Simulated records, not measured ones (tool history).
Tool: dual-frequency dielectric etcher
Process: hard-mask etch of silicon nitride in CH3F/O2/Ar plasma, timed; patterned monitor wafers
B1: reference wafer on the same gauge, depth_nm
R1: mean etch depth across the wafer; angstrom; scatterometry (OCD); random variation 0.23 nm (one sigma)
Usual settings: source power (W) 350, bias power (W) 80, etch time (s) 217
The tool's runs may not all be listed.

run 1 hour=0 | source_power_(W)=370 bias_power_(W)=80 etch_time_(s)=217 | B1=175 | R1=1533
run 2 hour=9.1 | source_power_(W)=370 bias_power_(W)=80 etch_time_(s)=217 | B1=175 | R1=1530
run 3 hour=24.8 | source_power_(W)=350 bias_power_(W)=80 etch_time_(s)=217 | B1=175 | R1=1509
run 4 hour=36.5 | source_power_(W)=350 bias_power_(W)=80 etch_time_(s)=217 | B1=174.9 | R1=1511
run 5 hour=53 | source_power_(W)=400 bias_power_(W)=80 etch_time_(s)=217 | B1=175 | R1=1561
run 6 hour=61 | source_power_(W)=400 bias_power_(W)=80 etch_time_(s)=217 | B1=175.1 | R1=1558
run 7 hour=75.1 | source_power_(W)=400 bias_power_(W)=80 etch_time_(s)=217 | B1=175 | R1=1561
run 8 hour=105.6 | source_power_(W)=350 bias_power_(W)=71 etch_time_(s)=217 | B1=175 | R1=1407
run 9 hour=115.1 | source_power_(W)=350 bias_power_(W)=71 etch_time_(s)=217 | B1=175 | R1=1405
run 10 hour=129.6 | source_power_(W)=350 bias_power_(W)=87 etch_time_(s)=243 | B1=175 | R1=1771
run 11 hour=137.4 | source_power_(W)=350 bias_power_(W)=80 etch_time_(s)=217 | B1=174.9 | R1=1505
run 12 hour=143.7 | source_power_(W)=350 bias_power_(W)=80 etch_time_(s)=217 | B1=174.9 | R1=1509
run 13 hour=154.6 | source_power_(W)=350 bias_power_(W)=80 etch_time_(s)=217 | B1=175 | R1=1501
run 14 hour=169.2 | source_power_(W)=350 bias_power_(W)=80 etch_time_(s)=217 | B1=174.9 | R1=1507
run 15 hour=186.2 | source_power_(W)=270 bias_power_(W)=63 etch_time_(s)=159 | B1=174.9 | R1=897
-- hour=190.7 source power generator calibrated
-- hour=224.4 upper electrode replaced
run 16 hour=224.9 | source_power_(W)=420 bias_power_(W)=87 etch_time_(s)=191 | B1=175 | R1=1448
run 17 hour=225.3 | source_power_(W)=350 bias_power_(W)=80 etch_time_(s)=217 | B1=175.1 | R1=1502
run 18 hour=239.2 | source_power_(W)=430 bias_power_(W)=96 etch_time_(s)=217 | B1=175.1 | R1=1745
run 19 hour=256.9 | source_power_(W)=350 bias_power_(W)=94 etch_time_(s)=217 | B1=175 | R1=1643
run 20 hour=264 | source_power_(W)=350 bias_power_(W)=71 etch_time_(s)=217 | B1=175 | R1=1401
run 21 hour=276.9 | source_power_(W)=410 bias_power_(W)=100 etch_time_(s)=272 | B1=175.1 | R1=2207
-- hour=284 bias power generator calibrated
-- hour=312.6 gauge calibrated
-- hour=320.7 wet clean of the chamber
run 22 hour=326.8 | source_power_(W)=390 bias_power_(W)=74 etch_time_(s)=217 | B1=175 | R1=1499
run 23 hour=335.9 | source_power_(W)=300 bias_power_(W)=72 etch_time_(s)=192 | B1=175.1 | R1=1226
run 24 hour=351.1 | source_power_(W)=390 bias_power_(W)=64 etch_time_(s)=217 | B1=175.1 | R1=1369
run 25 hour=357.6 | source_power_(W)=290 bias_power_(W)=95 etch_time_(s)=217 | B1=175 | R1=1604
run 26 hour=392.2 | source_power_(W)=410 bias_power_(W)=97 etch_time_(s)=156 | B1=175.1 | R1=1263
run 27 hour=406.4 | source_power_(W)=410 bias_power_(W)=87 etch_time_(s)=217 | B1=175.1 | R1=1656
run 28 hour=423.2 | source_power_(W)=270 bias_power_(W)=63 etch_time_(s)=159 | B1=175 | R1=909
run 29 hour=465.8 | source_power_(W)=420 bias_power_(W)=80 etch_time_(s)=153.5 | B1=175.1 | R1=1121

Forecast each of these 3 alternatives for the next run:
run A hour=466.3 | source_power_(W)=350 bias_power_(W)=65 etch_time_(s)=217 | B1=? | R1=?
run B hour=466.3 | source_power_(W)=280 bias_power_(W)=67 etch_time_(s)=217 | B1=? | R1=?
run C hour=466.3 | source_power_(W)=350 bias_power_(W)=80 etch_time_(s)=185.5 | B1=? | R1=?

run=A B1=174.9 R1=1339
run=B B1=174.9 R1=1294
run=C B1=174.9 R1=1293
Without the tool's hidden state the same runs would have given:
run=A R1=1343
run=B R1=1298
run=C R1=1296
